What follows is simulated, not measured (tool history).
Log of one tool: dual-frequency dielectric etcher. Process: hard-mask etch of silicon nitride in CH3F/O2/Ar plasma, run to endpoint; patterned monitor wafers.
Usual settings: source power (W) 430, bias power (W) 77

run	hour	source power (W)	bias power (W)	wafers since the last listed run	hours since the last wet clean	hours since the last source power generator calibration	hours since the last bias power generator calibration	hours since the last upper electrode change	incoming incoming film thickness, nm	endpoint time (s)
1	0	430	77	0	375.4	4037.6	2103.3	5299.9	34.08	42.5
2	24.7	430	77	328	400.1	4062.3	2128	5324.6	33.45	41.8
3	59.7	430	77	465	435.1	4097.3	2163	5359.6	33.98	42.1
4	95.6	430	64	477	471	4133.2	2198.9	5395.5	33.59	42.9
5	121.5	430	64	344	496.9	4159.1	2224.8	5421.4	33.48	42.7
6	135.3	430	64	183	510.7	4172.9	2238.6	5435.2	33.57	43.3
# hour 187: wet clean of the chamber
7	187.5	430	68	375	0.5	4225.1	2290.8	5487.4	33.54	41.2
8	187.8	430	68	3	0.8	4225.4	2291.1	5487.7	33.77	41.9
9	203.9	430	68	214	16.9	4241.5	2307.2	5503.8	33.73	41.7
# hour 243.5: wet clean of the chamber, repeated, since the last time left the tool worse
10	244	430	64	214	0.5	4281.6	2347.3	5543.9	33.95	45.1
11	264	480	77	266	20.5	4301.6	2367.3	5563.9	33.68	41.7
# hour 275.4: bias power generator calibrated
# hour 299.8: source power generator calibrated
12	300.3	430	77	376	56.8	0.5	24.9	5600.2	33.94	43
# hour 327.4: upper electrode replaced
13	327.9	480	65	47	84.4	28.1	52.5	0.5	33.71	43.1
14	344.4	430	77	219	100.9	44.6	69	17	33.74	42.3
15	376.6	360	87	428	133.1	76.8	101.2	49.2	33.67	42.5
16	406.5	520	77	397	163	106.7	131.1	79.1	33.34	40.4
17	420.4	460	77	184	176.9	120.6	145	93	33.77	41.9
18	451.1	430	67	408	207.6	151.3	175.7	123.7	33.65	43.4

4 ways to go on from here, each from the tool as it stands after run 18. What would each give?
A	451.5	430	77	5	208	151.7	176.1	124.1	33.58	?
B	451.5	430	61	5	208	151.7	176.1	124.1	33.58	?
C	451.5	340	59	5	208	151.7	176.1	124.1	33.58	?
D	451.5	540	87	5	208	151.7	176.1	124.1	33.58	?

run	endpoint time (s)
A	42.2
B	44.2
C	46.5
D	39.1
Without the tool's hidden state the same runs would have given:
run	endpoint time (s)
A	42.9
B	44.9
C	47.3
D	39.7
